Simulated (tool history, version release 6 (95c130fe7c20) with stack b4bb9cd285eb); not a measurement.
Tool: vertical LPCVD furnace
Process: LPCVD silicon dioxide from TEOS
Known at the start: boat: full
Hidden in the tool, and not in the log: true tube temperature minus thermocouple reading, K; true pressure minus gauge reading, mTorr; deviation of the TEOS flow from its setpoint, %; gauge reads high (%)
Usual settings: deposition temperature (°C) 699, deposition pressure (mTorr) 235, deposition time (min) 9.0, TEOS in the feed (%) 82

| run | hour | deposition temperature (°C) | deposition pressure (mTorr) | deposition time (min) | TEOS in the feed (%) | wafers since the last listed run | hours since the last temperature calibration | hours since the pressure gauge was zeroed | hours since the TEOS flow controller was replaced | hours since the gauge calibration | read-back reference wafer on the same gauge, thickness | film thickness on the monitor wafer in the middle of the boat (nm) |
|---|---|---|---|---|---|---|---|---|---|---|---|---|
| 1 | 0.0 | 699 | 235 | 9.0 | 82 | 0 | 3702.3 | 4280.2 | 4339.5 | 375.0 | 67.70 | 64.47 |
| 2 | 15.5 | 699 | 235 | 9.0 | 82 | 214 | 3717.8 | 4295.7 | 4355.0 | 390.5 | 67.74 | 63.96 |
| 3 | 56.5 | 699 | 235 | 9.0 | 82 | 567 | 3758.8 | 4336.7 | 4396.0 | 431.5 | 67.72 | 64.43 |
| 4 | 74.3 | 699 | 235 | 9.0 | 82 | 246 | 3776.6 | 4354.5 | 4413.8 | 449.3 | 67.74 | 64.50 |
| 5 | 91.4 | 699 | 235 | 9.0 | 82 | 236 | 3793.7 | 4371.6 | 4430.9 | 466.4 | 67.67 | 64.32 |
| 6 | 105.9 | 699 | 235 | 9.0 | 82 | 200 | 3808.2 | 4386.1 | 4445.4 | 480.9 | 67.67 | 64.50 |
| 7 | 122.2 | 699 | 235 | 9.0 | 82 | 225 | 3824.5 | 4402.4 | 4461.7 | 497.2 | 67.68 | 64.36 |
| 8 | 131.7 | 699 | 235 | 9.0 | 82 | 131 | 3834.0 | 4411.9 | 4471.2 | 506.7 | 67.69 | 64.33 |
| 9 | 146.1 | 699 | 190 | 9.0 | 82 | 199 | 3848.4 | 4426.3 | 4485.6 | 521.1 | 67.69 | 58.10 |
|  | 155.0 | gauge calibrated |
| 10 | 161.1 | 699 | 190 | 9.0 | 82 | 207 | 3863.4 | 4441.3 | 4500.6 | 6.1 | 67.72 | 57.95 |
| 11 | 213.0 | 699 | 255 | 9.0 | 82 | 718 | 3915.3 | 4493.2 | 4552.5 | 58.0 | 67.72 | 67.38 |
| 12 | 226.3 | 699 | 255 | 9.0 | 82 | 184 | 3928.6 | 4506.5 | 4565.8 | 71.3 | 67.68 | 67.39 |
| 13 | 235.0 | 699 | 235 | 10.5 | 82 | 120 | 3937.3 | 4515.2 | 4574.5 | 80.0 | 67.71 | 75.57 |
|  | 272.7 | thermocouples replaced and temperature profile calibrated |
| 14 | 273.2 | 699 | 235 | 10.5 | 82 | 196 | 0.5 | 4553.4 | 4612.7 | 118.2 | 67.69 | 69.96 |
| 15 | 278.1 | 699 | 210 | 11.5 | 66 | 67 | 5.4 | 4558.3 | 4617.6 | 123.1 | 67.70 | 64.99 |
|  | 311.3 | pressure gauge zeroed |
| 16 | 311.8 | 687 | 200 | 5.5 | 74 | 134 | 39.1 | 0.5 | 4651.3 | 156.8 | 67.67 | 24.18 |
| 17 | 316.7 | 699 | 235 | 9.0 | 82 | 67 | 44.0 | 5.4 | 4656.2 | 161.7 | 67.71 | 59.91 |
| 18 | 321.7 | 709 | 195 | 9.0 | 82 | 69 | 49.0 | 10.4 | 4661.2 | 166.7 | 67.68 | 68.94 |
| 19 | 332.4 | 699 | 215 | 9.0 | 74 | 148 | 59.7 | 21.1 | 4671.9 | 177.4 | 67.68 | 54.21 |
| 20 | 348.9 | 699 | 275 | 9.0 | 71 | 228 | 76.2 | 37.6 | 4688.4 | 193.9 | 67.72 | 60.35 |
|  | 378.9 | TEOS flow controller replaced |
| 21 | 379.4 | 690 | 235 | 8.0 | 82 | 90 | 106.7 | 68.1 | 0.5 | 224.4 | 67.69 | 43.13 |
| 22 | 384.3 | 693 | 180 | 9.0 | 82 | 67 | 111.6 | 73.0 | 5.4 | 229.3 | 67.71 | 45.42 |
| 23 | 389.3 | 699 | 235 | 9.0 | 82 | 69 | 116.6 | 78.0 | 10.4 | 234.3 | 67.75 | 59.69 |
| 24 | 400.2 | 709 | 195 | 9.0 | 82 | 150 | 127.5 | 88.9 | 21.3 | 245.2 | 67.71 | 68.71 |
| 25 | 414.4 | 699 | 180 | 9.0 | 82 | 196 | 141.7 | 103.1 | 35.5 | 259.4 | 67.69 | 52.73 |
| 26 | 432.4 | 699 | 235 | 12.5 | 66 | 249 | 159.7 | 121.1 | 53.5 | 277.4 | 67.68 | 74.45 |
| 27 | 446.4 | 695 | 235 | 9.0 | 82 | 193 | 173.7 | 135.1 | 67.5 | 291.4 | 67.70 | 54.55 |
| 28 | 460.0 | 706 | 235 | 6.0 | 95 | 188 | 187.3 | 148.7 | 81.1 | 305.0 | 67.71 | 50.67 |
| 29 | 474.9 | 705 | 185 | 8.0 | 92 | 206 | 202.2 | 163.6 | 96.0 | 319.9 | 67.73 | 57.48 |

Forecast each of these 3 alternatives for the next run:
| A | 479.9 | 699 | 235 | 9.0 | 76 | 69 | 207.2 | 168.6 | 101.0 | 324.9 | ? | ? |
| B | 479.9 | 699 | 260 | 10.0 | 82 | 69 | 207.2 | 168.6 | 101.0 | 324.9 | ? | ? |
| C | 479.9 | 706 | 195 | 11.5 | 92 | 69 | 207.2 | 168.6 | 101.0 | 324.9 | ? | ? |

| run | read-back reference wafer on the same gauge, thickness | film thickness on the monitor wafer in the middle of the boat (nm) |
|---|---|---|
| A | 67.72 | 57.77 |
| B | 67.72 | 70.13 |
| C | 67.72 | 86.98 |
Without the tool's hidden state the same runs would have given:
| run | film thickness on the monitor wafer in the middle of the boat (nm) |
|---|---|
| A | 57.01 |
| B | 69.20 |
| C | 85.84 |
